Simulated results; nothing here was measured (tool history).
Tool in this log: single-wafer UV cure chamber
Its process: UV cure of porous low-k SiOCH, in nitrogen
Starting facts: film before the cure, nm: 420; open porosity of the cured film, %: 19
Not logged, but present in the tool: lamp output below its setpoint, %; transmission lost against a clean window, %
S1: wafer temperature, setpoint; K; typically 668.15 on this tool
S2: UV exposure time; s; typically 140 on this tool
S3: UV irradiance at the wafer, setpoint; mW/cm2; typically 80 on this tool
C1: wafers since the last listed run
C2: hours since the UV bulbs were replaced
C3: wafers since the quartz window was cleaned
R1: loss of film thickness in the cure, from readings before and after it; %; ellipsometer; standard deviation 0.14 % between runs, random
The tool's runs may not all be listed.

run,hour,S1,S2,S3,C1,C2,C3,R1
1,0.0,668.15,140,66,0,895.7,450,6.446
2,48.5,668.15,140,80,321,944.2,771,7.050
3,101.6,668.15,140,80,351,997.3,1123,6.973
4,132.2,668.15,140,80,202,1027.9,1325,6.685
5,194.8,668.15,140,80,414,1090.5,1740,6.615
6,222.2,668.15,140,80,181,1117.9,1922,6.362
# hour 248.5: quartz window cleaned
7,251.3,668.15,140,80,139,1147.0,18,6.895
8,319.5,668.15,140,80,451,1215.2,470,6.903
9,351.1,668.15,140,80,209,1246.8,679,6.954
10,376.5,668.15,140,80,168,1272.2,848,6.850
11,415.7,660.15,140,80,259,1311.4,1107,6.509
12,460.4,660.15,140,80,296,1356.1,1403,6.183
13,520.7,658.15,175,80,399,1416.4,1803,6.828
# hour 558.2: quartz window cleaned
14,583.1,658.15,175,80,360,1478.8,164,7.450
15,644.0,668.15,195,80,403,1539.7,568,7.860
# hour 748.8: UV bulbs replaced
# hour 804.6: quartz window cleaned
16,843.5,668.15,140,80,1215,94.7,257,7.411
17,896.6,674.15,220,55,351,147.8,609,7.966
18,964.1,684.15,105,80,447,215.3,1056,6.339
19,995.2,657.15,140,80,206,246.4,1262,7.056
20,1026.8,668.15,140,80,209,278.0,1471,7.158
21,1055.9,668.15,140,80,192,307.1,1664,6.934
# hour 1092.5: quartz window cleaned
22,1119.8,668.15,140,80,370,371.0,180,7.555
23,1190.3,668.15,140,80,466,441.5,647,7.218
24,1255.6,653.15,105,109,432,506.8,1080,6.762
25,1280.6,681.15,140,66,165,531.8,1245,6.572
26,1335.6,668.15,200,112,364,586.8,1610,9.599
# hour 1360.4: quartz window cleaned
27,1370.1,668.15,140,80,175,621.3,63,7.304
28,1437.0,648.15,140,80,443,688.2,507,7.179

Hidden condition of the tool, last listed run before each entry between runs versus first listed run after:
From run 6 to run 7: quartz window cleaned (hour 248.5)
  lamp output below its setpoint, %: 15.6 -> 16.4; transmission lost against a clean window, %: 18.3 -> 0.915
  measured minus no-state result, R1: -1.448 -> -0.728 %
From run 13 to run 14: quartz window cleaned (hour 558.2)
  lamp output below its setpoint, %: 24.7 -> 26.9; transmission lost against a clean window, %: 14.7 -> 1.46
  measured minus no-state result, R1: -1.769 -> -1.354 %
From run 15 to run 16: UV bulbs replaced (hour 748.8); quartz window cleaned (hour 804.6)
  lamp output below its setpoint, %: 29.1 -> 4.15; transmission lost against a clean window, %: 2.71 -> 2.78
  measured minus no-state result, R1: -1.556 -> -0.277 %
From run 21 to run 22: quartz window cleaned (hour 1092.5)
  lamp output below its setpoint, %: 5.17 -> 5.69; transmission lost against a clean window, %: 14.2 -> 2.35
  measured minus no-state result, R1: -0.807 -> -0.332 %
From run 26 to run 27: quartz window cleaned (hour 1360.4)
  lamp output below its setpoint, %: 8.17 -> 8.66; transmission lost against a clean window, %: 13.2 -> 0.703
  measured minus no-state result, R1: -0.961 -> -0.382 %

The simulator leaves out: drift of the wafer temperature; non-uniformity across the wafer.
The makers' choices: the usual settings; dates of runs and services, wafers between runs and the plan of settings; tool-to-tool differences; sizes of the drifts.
